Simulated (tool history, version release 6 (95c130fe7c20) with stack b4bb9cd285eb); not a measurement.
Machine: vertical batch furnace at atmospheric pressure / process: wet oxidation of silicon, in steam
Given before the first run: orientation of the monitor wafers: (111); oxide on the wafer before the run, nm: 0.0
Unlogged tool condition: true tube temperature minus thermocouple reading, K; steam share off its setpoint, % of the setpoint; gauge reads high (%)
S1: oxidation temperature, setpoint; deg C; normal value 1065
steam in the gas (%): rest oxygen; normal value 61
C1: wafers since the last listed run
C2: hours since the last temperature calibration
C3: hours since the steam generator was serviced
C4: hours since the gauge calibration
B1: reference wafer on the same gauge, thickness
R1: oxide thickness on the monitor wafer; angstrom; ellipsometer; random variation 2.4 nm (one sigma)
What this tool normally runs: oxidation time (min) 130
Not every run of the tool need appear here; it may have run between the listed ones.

run 1 hour=0 | S1=1065 oxidation_time_(min)=130 steam_in_the_gas_(%)=61 | C1=0 C2=257.4 C3=374.8 C4=790.7 | B1=801.49 | R1=6606
run 2 hour=100.6 | S1=1054 oxidation_time_(min)=130 steam_in_the_gas_(%)=69 | C1=892 C2=358 C3=475.4 C4=891.3 | B1=801.23 | R1=6785.4
run 3 hour=147.2 | S1=1054 oxidation_time_(min)=130 steam_in_the_gas_(%)=69 | C1=413 C2=404.6 C3=522 C4=937.9 | B1=799.91 | R1=6763
run 4 hour=219.3 | S1=1065 oxidation_time_(min)=130 steam_in_the_gas_(%)=61 | C1=639 C2=476.7 C3=594.1 C4=1010 | B1=799.76 | R1=6581.1
run 5 hour=291.5 | S1=1065 oxidation_time_(min)=130 steam_in_the_gas_(%)=61 | C1=640 C2=548.9 C3=666.3 C4=1082.2 | B1=799.96 | R1=6557.8
run 6 hour=375.5 | S1=1065 oxidation_time_(min)=130 steam_in_the_gas_(%)=61 | C1=745 C2=632.9 C3=750.3 C4=1166.2 | B1=799.74 | R1=6553.9
run 7 hour=649.8 | S1=1065 oxidation_time_(min)=130 steam_in_the_gas_(%)=61 | C1=2433 C2=907.2 C3=1024.6 C4=1440.5 | B1=800.05 | R1=6545.8
run 8 hour=766.1 | S1=1065 oxidation_time_(min)=130 steam_in_the_gas_(%)=61 | C1=1031 C2=1023.5 C3=1140.9 C4=1556.8 | B1=799.2 | R1=6482.5
run 9 hour=834.7 | S1=1065 oxidation_time_(min)=130 steam_in_the_gas_(%)=61 | C1=608 C2=1092.1 C3=1209.5 C4=1625.4 | B1=799.85 | R1=6553.7
run 10 hour=898.8 | S1=1065 oxidation_time_(min)=130 steam_in_the_gas_(%)=61 | C1=568 C2=1156.2 C3=1273.6 C4=1689.5 | B1=799.65 | R1=6483.5
run 11 hour=997.9 | S1=1065 oxidation_time_(min)=130 steam_in_the_gas_(%)=61 | C1=879 C2=1255.3 C3=1372.7 C4=1788.6 | B1=800.72 | R1=6487
run 12 hour=1039.6 | S1=1065 oxidation_time_(min)=130 steam_in_the_gas_(%)=61 | C1=370 C2=1297 C3=1414.4 C4=1830.3 | B1=799.84 | R1=6468
run 13 hour=1142.6 | S1=1065 oxidation_time_(min)=130 steam_in_the_gas_(%)=61 | C1=913 C2=1400 C3=1517.4 C4=1933.3 | B1=800.35 | R1=6484.8
run 14 hour=1227.3 | S1=1065 oxidation_time_(min)=130 steam_in_the_gas_(%)=61 | C1=751 C2=1484.7 C3=1602.1 C4=2018 | B1=800.59 | R1=6428.6
run 15 hour=1325.6 | S1=1065 oxidation_time_(min)=130 steam_in_the_gas_(%)=61 | C1=872 C2=1583 C3=1700.4 C4=2116.3 | B1=800.3 | R1=6482
run 16 hour=1364 | S1=1065 oxidation_time_(min)=130 steam_in_the_gas_(%)=61 | C1=340 C2=1621.4 C3=1738.8 C4=2154.7 | B1=799.55 | R1=6479.9
run 17 hour=1413.5 | S1=1065 oxidation_time_(min)=130 steam_in_the_gas_(%)=61 | C1=439 C2=1670.9 C3=1788.3 C4=2204.2 | B1=800.21 | R1=6459.5
-- hour=1521.6 steam generator serviced
run 18 hour=1522.1 | S1=1082 oxidation_time_(min)=77 steam_in_the_gas_(%)=65 | C1=750 C2=1779.5 C3=0.5 C4=2312.8 | B1=800.17 | R1=5513.1
run 19 hour=1615.6 | S1=1065 oxidation_time_(min)=130 steam_in_the_gas_(%)=61 | C1=829 C2=1873 C3=94 C4=2406.3 | B1=799.46 | R1=6664.1
run 20 hour=1722.9 | S1=1065 oxidation_time_(min)=130 steam_in_the_gas_(%)=61 | C1=952 C2=1980.3 C3=201.3 C4=2513.6 | B1=800.47 | R1=6667.1
run 21 hour=1765.4 | S1=1065 oxidation_time_(min)=130 steam_in_the_gas_(%)=61 | C1=377 C2=2022.8 C3=243.8 C4=2556.1 | B1=800.21 | R1=6642.9
run 22 hour=1844.1 | S1=1065 oxidation_time_(min)=130 steam_in_the_gas_(%)=61 | C1=698 C2=2101.5 C3=322.5 C4=2634.8 | B1=801.18 | R1=6659.7
run 23 hour=1903.7 | S1=1056 oxidation_time_(min)=68 steam_in_the_gas_(%)=65 | C1=528 C2=2161.1 C3=382.1 C4=2694.4 | B1=800.84 | R1=4592.4
run 24 hour=1981.5 | S1=1065 oxidation_time_(min)=130 steam_in_the_gas_(%)=61 | C1=690 C2=2238.9 C3=459.9 C4=2772.2 | B1=801.32 | R1=6644.6
-- hour=1996.7 gauge calibrated
run 25 hour=2030.6 | S1=1065 oxidation_time_(min)=130 steam_in_the_gas_(%)=61 | C1=435 C2=2288 C3=509 C4=33.9 | B1=799.92 | R1=6663.3
run 26 hour=2345.5 | S1=1048 oxidation_time_(min)=176.5 steam_in_the_gas_(%)=61 | C1=2794 C2=2602.9 C3=823.9 C4=348.8 | B1=799.59 | R1=7337.4
-- hour=2393.2 thermocouples replaced and temperature profile calibrated
run 27 hour=2408 | S1=1086 oxidation_time_(min)=106.5 steam_in_the_gas_(%)=61 | C1=341 C2=14.8 C3=886.4 C4=411.3 | B1=801.03 | R1=6285.7
run 28 hour=2482.9 | S1=1082 oxidation_time_(min)=130 steam_in_the_gas_(%)=61 | C1=664 C2=89.7 C3=961.3 C4=486.2 | B1=798.68 | R1=6904.5
run 29 hour=2569.6 | S1=1079 oxidation_time_(min)=100 steam_in_the_gas_(%)=65 | C1=769 C2=176.4 C3=1048 C4=572.9 | B1=800.56 | R1=6121.5
run 30 hour=2662.4 | S1=1065 oxidation_time_(min)=130 steam_in_the_gas_(%)=61 | C1=823 C2=269.2 C3=1140.8 C4=665.7 | B1=799.39 | R1=6422
run 31 hour=2700.3 | S1=1051 oxidation_time_(min)=130 steam_in_the_gas_(%)=51 | C1=336 C2=307.1 C3=1178.7 C4=703.6 | B1=800.18 | R1=5572.6
run 32 hour=2796.1 | S1=1054 oxidation_time_(min)=104 steam_in_the_gas_(%)=61 | C1=850 C2=402.9 C3=1274.5 C4=799.4 | B1=800.25 | R1=5494.6
run 33 hour=2866.4 | S1=1051 oxidation_time_(min)=109 steam_in_the_gas_(%)=61 | C1=623 C2=473.2 C3=1344.8 C4=869.7 | B1=799.86 | R1=5599
run 34 hour=2963.1 | S1=1065 oxidation_time_(min)=80.5 steam_in_the_gas_(%)=65 | C1=858 C2=569.9 C3=1441.5 C4=966.4 | B1=798.62 | R1=5144.6
run 35 hour=3042.4 | S1=1043 oxidation_time_(min)=130 steam_in_the_gas_(%)=73 | C1=703 C2=649.2 C3=1520.8 C4=1045.7 | B1=799.89 | R1=6530.9
run 36 hour=3254.9 | S1=1065 oxidation_time_(min)=130 steam_in_the_gas_(%)=61 | C1=1885 C2=861.7 C3=1733.3 C4=1258.2 | B1=799.82 | R1=6446.5
run 37 hour=3331.7 | S1=1051 oxidation_time_(min)=111.5 steam_in_the_gas_(%)=53 | C1=681 C2=938.5 C3=1810.1 C4=1335 | B1=800.86 | R1=5160.2
run 38 hour=3399.6 | S1=1065 oxidation_time_(min)=130 steam_in_the_gas_(%)=61 | C1=602 C2=1006.4 C3=1878 C4=1402.9 | B1=799.38 | R1=6402.4
run 39 hour=3460.9 | S1=1065 oxidation_time_(min)=130 steam_in_the_gas_(%)=69 | C1=543 C2=1067.7 C3=1939.3 C4=1464.2 | B1=800.21 | R1=6847.8

Measured result minus the same run's result without the hidden state. Both carry the same run-to-run variation, though not necessarily the same gauge scatter:
run=1 R1=-66.1
run=2 R1=-78.7
run=3 R1=-83.3
run=4 R1=-88.3
run=5 R1=-95.4
run=6 R1=-104
run=7 R1=-132.6
run=8 R1=-143.5
run=9 R1=-152.3
run=10 R1=-157.5
run=11 R1=-168.1
run=12 R1=-172.1
run=13 R1=-183.6
run=14 R1=-191.1
run=15 R1=-203.5
run=16 R1=-207.6
run=17 R1=-212.4
run=18 R1=+2
run=19 R1=-4.9
run=20 R1=-15.9
run=21 R1=-20.2
run=22 R1=-28.3
run=23 R1=-18
run=24 R1=-42.5
run=25 R1=-47.7
run=26 R1=-87.9
run=27 R1=-157.4
run=28 R1=-180.8
run=29 R1=-169.8
run=30 R1=-187.9
run=31 R1=-168.7
run=32 R1=-174.9
run=33 R1=-185.1
run=34 R1=-177.9
run=35 R1=-234.4
run=36 R1=-253.3
run=37 R1=-212.3
run=38 R1=-267.7
run=39 R1=-293.1
